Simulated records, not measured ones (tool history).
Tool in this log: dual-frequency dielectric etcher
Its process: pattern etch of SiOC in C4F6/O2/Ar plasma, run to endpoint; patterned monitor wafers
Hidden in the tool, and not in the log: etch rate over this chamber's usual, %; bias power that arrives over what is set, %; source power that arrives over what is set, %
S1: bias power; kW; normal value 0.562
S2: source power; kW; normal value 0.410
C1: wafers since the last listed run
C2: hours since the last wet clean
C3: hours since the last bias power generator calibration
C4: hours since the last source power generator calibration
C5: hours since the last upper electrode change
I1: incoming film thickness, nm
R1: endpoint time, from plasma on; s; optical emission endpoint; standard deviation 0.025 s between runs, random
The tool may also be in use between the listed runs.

| run | day | S1 | S2 | C1 | C2 | C3 | C4 | C5 | I1 | R1 |
|---|---|---|---|---|---|---|---|---|---|---|
| 1 | 0.000 | 0.527 | 0.410 | 0 | 574.8 | 1180.8 | 1620.8 | 2461.8 | 27.73 | 8.4 |
|  | 2.925 | wet clean of the chamber |
| 2 | 7.658 | 0.527 | 0.410 | 3351 | 113.6 | 1364.6 | 1804.6 | 2645.6 | 27.25 | 8.3 |
| 3 | 11.838 | 0.562 | 0.380 | 2103 | 213.9 | 1464.9 | 1904.9 | 2745.9 | 27.37 | 8.1 |
| 4 | 16.296 | 0.562 | 0.380 | 2244 | 320.9 | 1571.9 | 2011.9 | 2852.9 | 27.31 | 8.1 |
|  | 26.804 | wet clean of the chamber |
| 5 | 26.825 | 0.562 | 0.410 | 4797 | 0.5 | 1824.6 | 2264.6 | 3105.6 | 27.31 | 8.0 |
| 6 | 28.821 | 0.562 | 0.410 | 1004 | 48.4 | 1872.5 | 2312.5 | 3153.5 | 27.30 | 7.9 |
| 7 | 30.375 | 0.562 | 0.410 | 782 | 85.7 | 1909.8 | 2349.8 | 3190.8 | 27.80 | 8.0 |
| 8 | 32.567 | 0.562 | 0.430 | 1103 | 138.3 | 1962.4 | 2402.4 | 3243.4 | 27.40 | 7.8 |
| 9 | 35.888 | 0.562 | 0.430 | 1671 | 218.0 | 2042.1 | 2482.1 | 3323.1 | 27.57 | 7.9 |
| 10 | 40.129 | 0.562 | 0.430 | 2135 | 319.8 | 2143.9 | 2583.9 | 3424.9 | 27.33 | 7.8 |
| 11 | 42.875 | 0.562 | 0.410 | 1382 | 385.7 | 2209.8 | 2649.8 | 3490.8 | 27.32 | 7.9 |
| 12 | 46.658 | 0.562 | 0.410 | 1904 | 476.5 | 2300.6 | 2740.6 | 3581.6 | 27.39 | 7.9 |
|  | 47.704 | source power generator calibrated |
| 13 | 49.162 | 0.562 | 0.410 | 1176 | 536.6 | 2360.7 | 35.0 | 3641.7 | 27.33 | 7.9 |
| 14 | 52.658 | 0.562 | 0.410 | 1759 | 620.5 | 2444.6 | 118.9 | 3725.6 | 27.34 | 7.9 |
|  | 55.112 | wet clean of the chamber |
| 15 | 55.762 | 0.562 | 0.410 | 1059 | 15.6 | 2519.1 | 193.4 | 3800.1 | 27.43 | 7.9 |
| 16 | 58.204 | 0.562 | 0.410 | 1229 | 74.2 | 2577.7 | 252.0 | 3858.7 | 27.42 | 7.8 |
|  | 60.625 | upper electrode replaced |
| 17 | 61.608 | 0.562 | 0.380 | 1210 | 155.9 | 2659.4 | 333.7 | 23.6 | 27.48 | 8.1 |
| 18 | 63.675 | 0.625 | 0.500 | 1040 | 205.5 | 2709.0 | 383.3 | 73.2 | 27.40 | 6.9 |
| 19 | 65.262 | 0.605 | 0.350 | 799 | 243.6 | 2747.1 | 421.4 | 111.3 | 27.41 | 8.0 |
| 20 | 67.754 | 0.676 | 0.380 | 1254 | 303.4 | 2806.9 | 481.2 | 171.1 | 27.51 | 7.3 |
| 21 | 70.042 | 0.426 | 0.460 | 1151 | 358.3 | 2861.8 | 536.1 | 226.0 | 27.36 | 9.0 |
| 22 | 71.629 | 0.636 | 0.440 | 799 | 396.4 | 2899.9 | 574.2 | 264.1 | 27.55 | 7.2 |
| 23 | 73.233 | 0.444 | 0.490 | 807 | 434.9 | 2938.4 | 612.7 | 302.6 | 27.39 | 8.6 |
| 24 | 75.442 | 0.562 | 0.410 | 1111 | 487.9 | 2991.4 | 665.7 | 355.6 | 27.72 | 7.9 |
|  | 82.271 | wet clean of the chamber |
| 25 | 87.333 | 0.614 | 0.470 | 5482 | 121.5 | 3276.8 | 951.1 | 641.0 | 27.70 | 7.2 |
| 26 | 89.350 | 0.500 | 0.460 | 1015 | 169.9 | 3325.2 | 999.5 | 689.4 | 27.52 | 8.1 |
| 27 | 92.962 | 0.679 | 0.470 | 1818 | 256.6 | 3411.9 | 1086.2 | 776.1 | 27.50 | 6.7 |
|  | 93.862 | bias power generator calibrated |
| 28 | 95.638 | 0.562 | 0.410 | 1262 | 320.8 | 42.6 | 1150.4 | 840.3 | 27.64 | 8.2 |
| 29 | 97.646 | 0.562 | 0.410 | 1011 | 369.0 | 90.8 | 1198.6 | 888.5 | 27.41 | 8.1 |
| 30 | 101.575 | 0.562 | 0.460 | 1977 | 463.3 | 185.1 | 1292.9 | 982.8 | 27.43 | 7.8 |
| 31 | 105.496 | 0.672 | 0.340 | 1973 | 557.4 | 279.2 | 1387.0 | 1076.9 | 27.52 | 7.8 |
|  | 108.888 | wet clean of the chamber |
| 32 | 109.608 | 0.425 | 0.380 | 1566 | 17.3 | 377.9 | 1485.7 | 1175.6 | 27.40 | 9.9 |
| 33 | 113.229 | 0.496 | 0.360 | 1822 | 104.2 | 464.8 | 1572.6 | 1262.5 | 27.55 | 9.1 |
| 34 | 117.592 | 0.518 | 0.330 | 2196 | 208.9 | 569.5 | 1677.3 | 1367.2 | 27.86 | 9.2 |
| 35 | 121.996 | 0.660 | 0.490 | 2217 | 314.6 | 675.2 | 1783.0 | 1472.9 | 27.50 | 7.0 |
| 36 | 123.804 | 0.625 | 0.440 | 910 | 358.0 | 718.6 | 1826.4 | 1516.3 | 27.95 | 7.6 |

Alternative continuations, all from the tool just after run 36; predict every row:
| A | 123.821 | 0.562 | 0.410 | 8 | 358.4 | 719.0 | 1826.8 | 1516.7 | 27.61 | ? |
| B | 123.821 | 0.687 | 0.370 | 8 | 358.4 | 719.0 | 1826.8 | 1516.7 | 27.61 | ? |
| C | 123.821 | 0.654 | 0.410 | 8 | 358.4 | 719.0 | 1826.8 | 1516.7 | 27.61 | ? |

| run | R1 |
|---|---|
| A | 8.1 |
| B | 7.5 |
| C | 7.4 |
Take away the tool's hidden state, keep each run's random variation, and the runs would have read:
| run | R1 |
|---|---|
| A | 8.1 |
| B | 7.5 |
| C | 7.4 |
